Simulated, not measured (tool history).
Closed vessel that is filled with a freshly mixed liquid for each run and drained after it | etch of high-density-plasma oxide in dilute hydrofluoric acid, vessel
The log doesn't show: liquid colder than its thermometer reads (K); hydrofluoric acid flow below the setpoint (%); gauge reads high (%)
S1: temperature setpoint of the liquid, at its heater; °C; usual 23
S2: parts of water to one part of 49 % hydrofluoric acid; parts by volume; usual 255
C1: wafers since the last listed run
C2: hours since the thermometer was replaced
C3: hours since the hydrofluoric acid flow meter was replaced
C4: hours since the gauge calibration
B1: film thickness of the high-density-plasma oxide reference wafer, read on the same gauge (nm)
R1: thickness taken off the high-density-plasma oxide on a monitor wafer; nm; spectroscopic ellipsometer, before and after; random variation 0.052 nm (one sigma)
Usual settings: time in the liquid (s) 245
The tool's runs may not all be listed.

run 1 day=0 | S1=21.5 S2=255 time_in_the_liquid_(s)=245 | C1=0 C2=781.3 C3=762.7 C4=119 | B1=150 | R1=5.5
run 2 day=0.421 | S1=21.5 S2=255 time_in_the_liquid_(s)=245 | C1=707 C2=791.4 C3=772.8 C4=129.1 | B1=150.01 | R1=5.46
run 3 day=1.154 | S1=21.5 S2=255 time_in_the_liquid_(s)=245 | C1=1233 C2=809 C3=790.4 C4=146.7 | B1=150 | R1=5.55
run 4 day=1.796 | S1=23 S2=255 time_in_the_liquid_(s)=245 | C1=1079 C2=824.4 C3=805.8 C4=162.1 | B1=150.01 | R1=5.76
run 5 day=2.538 | S1=23 S2=230 time_in_the_liquid_(s)=245 | C1=1247 C2=842.2 C3=823.6 C4=179.9 | B1=149.99 | R1=6.58
run 6 day=3.217 | S1=23 S2=230 time_in_the_liquid_(s)=245 | C1=1142 C2=858.5 C3=839.9 C4=196.2 | B1=150.01 | R1=6.49
run 7 day=3.942 | S1=23 S2=170 time_in_the_liquid_(s)=245 | C1=1219 C2=875.9 C3=857.3 C4=213.6 | B1=149.99 | R1=9.54
run 8 day=4.521 | S1=23 S2=170 time_in_the_liquid_(s)=245 | C1=974 C2=889.8 C3=871.2 C4=227.5 | B1=150.01 | R1=9.34
run 9 day=4.992 | S1=23 S2=255 time_in_the_liquid_(s)=350 | C1=791 C2=901.1 C3=882.5 C4=238.8 | B1=150 | R1=8.09
run 10 day=5.679 | S1=26 S2=255 time_in_the_liquid_(s)=275 | C1=1156 C2=917.6 C3=899 C4=255.3 | B1=150 | R1=7.1
run 11 day=5.946 | S1=26 S2=255 time_in_the_liquid_(s)=275 | C1=448 C2=924 C3=905.4 C4=261.7 | B1=150 | R1=7.02
-- day=6.654 hydrofluoric acid flow meter replaced
run 12 day=6.675 | S1=27.5 S2=255 time_in_the_liquid_(s)=310 | C1=1156 C2=941.5 C3=0.5 C4=279.2 | B1=149.98 | R1=9.86
run 13 day=7.142 | S1=26.5 S2=325 time_in_the_liquid_(s)=345 | C1=784 C2=952.7 C3=11.7 C4=290.4 | B1=149.99 | R1=7.91
run 14 day=7.408 | S1=19 S2=125 time_in_the_liquid_(s)=245 | C1=448 C2=959.1 C3=18.1 C4=296.8 | B1=149.99 | R1=13.34
run 15 day=7.783 | S1=23 S2=305 time_in_the_liquid_(s)=245 | C1=630 C2=968.1 C3=27.1 C4=305.8 | B1=149.98 | R1=5.33
-- day=8.204 thermometer replaced
run 16 day=8.225 | S1=23 S2=125 time_in_the_liquid_(s)=245 | C1=672 C2=0.5 C3=37.7 C4=316.4 | B1=150.01 | R1=15.83
run 17 day=8.475 | S1=23 S2=200 time_in_the_liquid_(s)=140 | C1=420 C2=6.5 C3=43.7 C4=322.4 | B1=150.02 | R1=5.17
run 18 day=9.075 | S1=23 S2=255 time_in_the_liquid_(s)=245 | C1=1009 C2=20.9 C3=58.1 C4=336.8 | B1=150.01 | R1=6.63
-- day=9.246 gauge calibrated
run 19 day=9.646 | S1=23 S2=360 time_in_the_liquid_(s)=375 | C1=959 C2=34.6 C3=71.8 C4=9.6 | B1=150.02 | R1=6.55
run 20 day=10.379 | S1=27.5 S2=255 time_in_the_liquid_(s)=170 | C1=1233 C2=52.2 C3=89.4 C4=27.2 | B1=150 | R1=5.35
run 21 day=10.783 | S1=23 S2=215 time_in_the_liquid_(s)=155 | C1=679 C2=61.9 C3=99.1 C4=36.9 | B1=150.01 | R1=5.18
run 22 day=11.575 | S1=21.5 S2=255 time_in_the_liquid_(s)=245 | C1=1331 C2=80.9 C3=118.1 C4=55.9 | B1=150 | R1=6.27
run 23 day=11.892 | S1=19.5 S2=255 time_in_the_liquid_(s)=245 | C1=532 C2=88.5 C3=125.7 C4=63.5 | B1=150.02 | R1=5.8

5 ways to go on from here, each from the tool as it stands after run 23. What would each give?
run A day=11.921 | S1=23 S2=300 time_in_the_liquid_(s)=245 | C1=49 C2=89.2 C3=126.4 C4=64.2 | B1=? | R1=?
run B day=11.921 | S1=26.5 S2=255 time_in_the_liquid_(s)=245 | C1=49 C2=89.2 C3=126.4 C4=64.2 | B1=? | R1=?
run C day=11.921 | S1=23 S2=155 time_in_the_liquid_(s)=160 | C1=49 C2=89.2 C3=126.4 C4=64.2 | B1=? | R1=?
run D day=11.921 | S1=23 S2=255 time_in_the_liquid_(s)=185 | C1=49 C2=89.2 C3=126.4 C4=64.2 | B1=? | R1=?
run E day=11.921 | S1=24.5 S2=340 time_in_the_liquid_(s)=305 | C1=49 C2=89.2 C3=126.4 C4=64.2 | B1=? | R1=?

run=A B1=150 R1=5.39
run=B B1=150 R1=7.51
run=C B1=150 R1=7.94
run=D B1=150 R1=5.01
run=E B1=150 R1=6
Without the tool's hidden state the same runs would have given:
run=A R1=5.66
run=B R1=7.87
run=C R1=8.3
run=D R1=5.25
run=E R1=6.3
